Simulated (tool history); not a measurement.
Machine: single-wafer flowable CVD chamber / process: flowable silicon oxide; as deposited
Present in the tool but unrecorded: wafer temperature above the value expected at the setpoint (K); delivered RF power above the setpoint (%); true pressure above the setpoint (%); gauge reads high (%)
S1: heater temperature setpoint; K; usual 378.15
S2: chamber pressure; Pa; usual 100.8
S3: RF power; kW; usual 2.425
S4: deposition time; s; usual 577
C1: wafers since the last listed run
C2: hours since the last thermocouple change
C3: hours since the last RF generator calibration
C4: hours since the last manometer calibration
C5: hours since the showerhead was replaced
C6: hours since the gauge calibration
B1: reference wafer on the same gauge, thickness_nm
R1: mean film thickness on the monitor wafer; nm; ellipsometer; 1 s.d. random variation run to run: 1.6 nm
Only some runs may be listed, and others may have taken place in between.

run    hour      S1     S2     S3   S4   C1      C2      C3      C4      C5      C6       B1       R1
  1       0  378.15  100.8  2.425  577    0   896.6   989.8   994.6  5566.4  2300.8  319.502  276.206
  2   105.5  378.15  100.8  2.425  577  325  1002.1  1095.3  1100.1  5671.9  2406.3   320.77  272.214
      117.3  -- RF generator calibrated
  3   158.8  378.15  100.8  2.425  643  139  1055.4    41.5  1153.4  5725.2  2459.6  320.208  306.871
  4   203.8  378.15  100.8  2.425  643  138  1100.4    86.5  1198.4  5770.2  2504.6  320.065  311.169
  5   264.5  378.15  100.8  2.425  643  187  1161.1   147.2  1259.1  5830.9  2565.3  319.898  312.167
      269.6  -- gauge calibrated
  6   322.6  378.15  100.8  2.425  577  179  1219.2   205.3  1317.2    5889      53  320.879   279.17
  7   398.2  378.15  100.8  2.425  577  233  1294.8   280.9  1392.8  5964.6   128.6  320.779  277.899
  8   470.2  378.15  100.8    2.3  531  222  1366.8   352.9  1464.8  6036.6   200.6  320.558  256.211
  9   545.4  378.15  100.8  2.425  577  232    1442   428.1    1540  6111.8   275.8  320.299  280.309
 10   598.4  378.15  100.8  2.155  483  163    1495   481.1    1593  6164.8   328.8  320.413  235.063
      653.6  -- capacitance manometer re-zeroed and calibrated
 11   673.8  378.15  100.8  2.425  532  208  1570.4   556.5    20.2  6240.2   404.2  320.792  251.532
 12   776.7  364.15   80.9  2.425  509  317  1673.3   659.4   123.1  6343.1   507.1  319.763  291.992
 13   842.4  378.15  100.8  2.425  577  202    1739   725.1   188.8  6408.8   572.8  320.797  273.241
      855.3  -- showerhead replaced
 14   926.9  378.15  100.8  2.705  577  236  1823.5   809.6   273.3    71.6   657.3  319.886  277.384
 15  1010.9  388.15   85.9   2.77  577  259  1907.5   893.6   357.3   155.6   741.3   319.81  176.856
 16    1114  378.15  100.8  2.425  577  318  2010.6   996.7   460.4   258.7   844.4  319.675  276.174
     1152.3  -- thermocouple changed; heater temperature recalibrated
 17  1297.3  378.15  100.8  2.425  577  541     145    1180   643.7     442  1027.7  320.627  278.349
 18  1390.7  393.15  100.8  2.425  577  288   238.4  1273.4   737.1   535.4  1121.1  319.564   183.83
 19  1476.4  371.15  125.5   2.89  531  264   324.1  1359.1   822.8   621.1  1206.8   320.87  395.122
     1501.5  -- RF generator calibrated
 20    1567  378.15   76.9  2.425  577  255   414.7    65.5   913.4   711.7  1297.4  320.191   212.48
 21  1616.3  378.15  100.8  2.425  577  152     464   114.8   962.7     761  1346.7  320.947  278.963
 22  1656.5  369.15  100.8  2.425  685  124   504.2     155  1002.9   801.2  1386.9  319.276  433.529
 23  1876.2  370.15   91.7  2.425  535  678   723.9   374.7  1222.6  1020.9  1606.6  319.491  306.536
 24  1933.2  367.15   89.1  2.425  577  176   780.9   431.7  1279.6  1077.9  1663.6  319.972  350.382
 25  2028.5  378.15  100.8  2.425  577  294   876.2     527  1374.9  1173.2  1758.9   319.54  284.899
 26  2076.1  389.15   79.6  2.105  577  147   923.8   574.6  1422.5  1220.8  1806.5  319.947  166.076
     2115.7  -- capacitance manometer re-zeroed and calibrated
 27  2124.6  378.15  108.3  2.425  577  125   972.3   623.1     8.9  1269.3    1855  321.079  294.616
 28  2202.8  383.15  100.8  2.425  577  241  1050.5   701.3    87.1  1347.5  1933.2  320.091  233.062
 29    2306  378.15   82.9  2.425  577  318  1153.7   804.5   190.3  1450.7  2036.4  320.008  224.591

3 options for the next run, each taken on its own from the tool as it stands now. Forecast them:
  A  2306.6  378.15  100.8  2.425  577   1  1154.3  805.1  190.9  1451.3  2037   ?   ?
  B  2306.6  364.15  117.6   2.74  505   1  1154.3  805.1  190.9  1451.3  2037   ?   ?
  C  2306.6  378.15  100.8  2.425  475   1  1154.3  805.1  190.9  1451.3  2037   ?   ?

run       B1       R1
  A  319.818  272.166
  B  319.818  424.279
  C  319.818  224.053
Take away the tool's hidden state, keep each run's random variation, and the runs would have read:
run       R1
  A  271.383
  B  423.094
  C  223.409
